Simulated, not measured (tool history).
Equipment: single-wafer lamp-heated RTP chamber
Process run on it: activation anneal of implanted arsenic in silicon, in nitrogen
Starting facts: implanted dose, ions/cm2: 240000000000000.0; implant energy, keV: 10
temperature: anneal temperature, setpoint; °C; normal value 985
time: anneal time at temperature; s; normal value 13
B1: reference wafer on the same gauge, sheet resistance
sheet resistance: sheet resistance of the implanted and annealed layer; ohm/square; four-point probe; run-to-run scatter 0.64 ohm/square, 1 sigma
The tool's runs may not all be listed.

Run 1, hour 0.0: usual settings; B1 411.03. Result: sheet resistance 424.66 ohm/square.
Run 2, hour 93.5: usual settings; B1 410.97. Result: sheet resistance 422.84 ohm/square.
Run 3, hour 157.4: usual settings; B1 411.03. Result: sheet resistance 421.74 ohm/square.
At hour 196.6: reflector plate cleaned.
Run 4, hour 254.0: usual settings; B1 411.02. Result: sheet resistance 422.51 ohm/square.
At hour 268.6: pyrometer window cleaned and pyrometer calibrated.
Run 5, hour 309.0: usual settings; B1 411.00. Result: sheet resistance 423.56 ohm/square.
Run 6, hour 381.0: usual settings but temperature 1009 °C; B1 411.04. Result: sheet resistance 419.24 ohm/square.
Run 7, hour 470.1: usual settings but temperature 1009 °C; B1 410.90. Result: sheet resistance 417.72 ohm/square.
Run 8, hour 522.3: usual settings but temperature 972 °C, time 10 s; B1 410.92. Result: sheet resistance 427.66 ohm/square.
Run 9, hour 581.3: usual settings; B1 410.96. Result: sheet resistance 422.02 ohm/square.
At hour 595.9: pyrometer window cleaned and pyrometer calibrated.
At hour 646.0: gauge calibrated.
At hour 671.4: reflector plate cleaned.
Run 10, hour 687.1: usual settings; B1 410.98. Result: sheet resistance 423.55 ohm/square.
Run 11, hour 750.9: usual settings; B1 410.94. Result: sheet resistance 422.28 ohm/square.
Run 12, hour 821.5: usual settings; B1 410.89. Result: sheet resistance 422.93 ohm/square.
Run 13, hour 912.3: usual settings; B1 410.98. Result: sheet resistance 421.93 ohm/square.
Run 14, hour 963.9: usual settings; B1 411.03. Result: sheet resistance 423.01 ohm/square.
Run 15, hour 1000.7: usual settings; B1 410.97. Result: sheet resistance 422.86 ohm/square.
At hour 1012.7: pyrometer window cleaned and pyrometer calibrated.
Run 16, hour 1075.1: usual settings; B1 410.99. Result: sheet resistance 423.32 ohm/square.
Run 17, hour 1138.1: usual settings; B1 411.05. Result: sheet resistance 423.05 ohm/square.
At hour 1150.9: reflector plate cleaned.
Run 18, hour 1180.5: usual settings but time 8 s; B1 411.16. Result: sheet resistance 427.01 ohm/square.
Run 19, hour 1262.3: usual settings but temperature 1002 °C, time 10 s; B1 410.99. Result: sheet resistance 422.25 ohm/square.
Run 20, hour 1352.8: usual settings but temperature 1009 °C, time 15 s; B1 411.02. Result: sheet resistance 415.84 ohm/square.
Run 21, hour 1405.7: usual settings but temperature 972 °C, time 10 s; B1 410.93. Result: sheet resistance 427.90 ohm/square.
At hour 1427.0: pyrometer window cleaned and pyrometer calibrated.
Run 22, hour 1460.9: usual settings but temperature 972 °C, time 5 s; B1 410.97. Result: sheet resistance 432.28 ohm/square.
Run 23, hour 1541.6: usual settings but temperature 1002 °C, time 10 s; B1 410.96. Result: sheet resistance 421.69 ohm/square.
Run 24, hour 1624.5: usual settings but temperature 995 °C, time 7 s; B1 410.82. Result: sheet resistance 424.99 ohm/square.
At hour 1690.5: reflector plate cleaned.
Run 25, hour 1691.0: usual settings but temperature 969 °C, time 7 s; B1 411.03. Result: sheet resistance 428.72 ohm/square.
Run 26, hour 1743.6: usual settings but temperature 1000 °C, time 6 s; B1 411.04. Result: sheet resistance 425.24 ohm/square.

Predict the results of run 27:
Run 27, hour 1823.0: usual settings but temperature 993 °C, time 18 s; B1 ?. Result: sheet resistance ?.

Logged for run 27: B1 410.97, sheet resistance 418.28 ohm/square.
Take away the tool's hidden state, keep the run-to-run variation as it was, and the same run would have given sheet resistance 421.44 ohm/square.
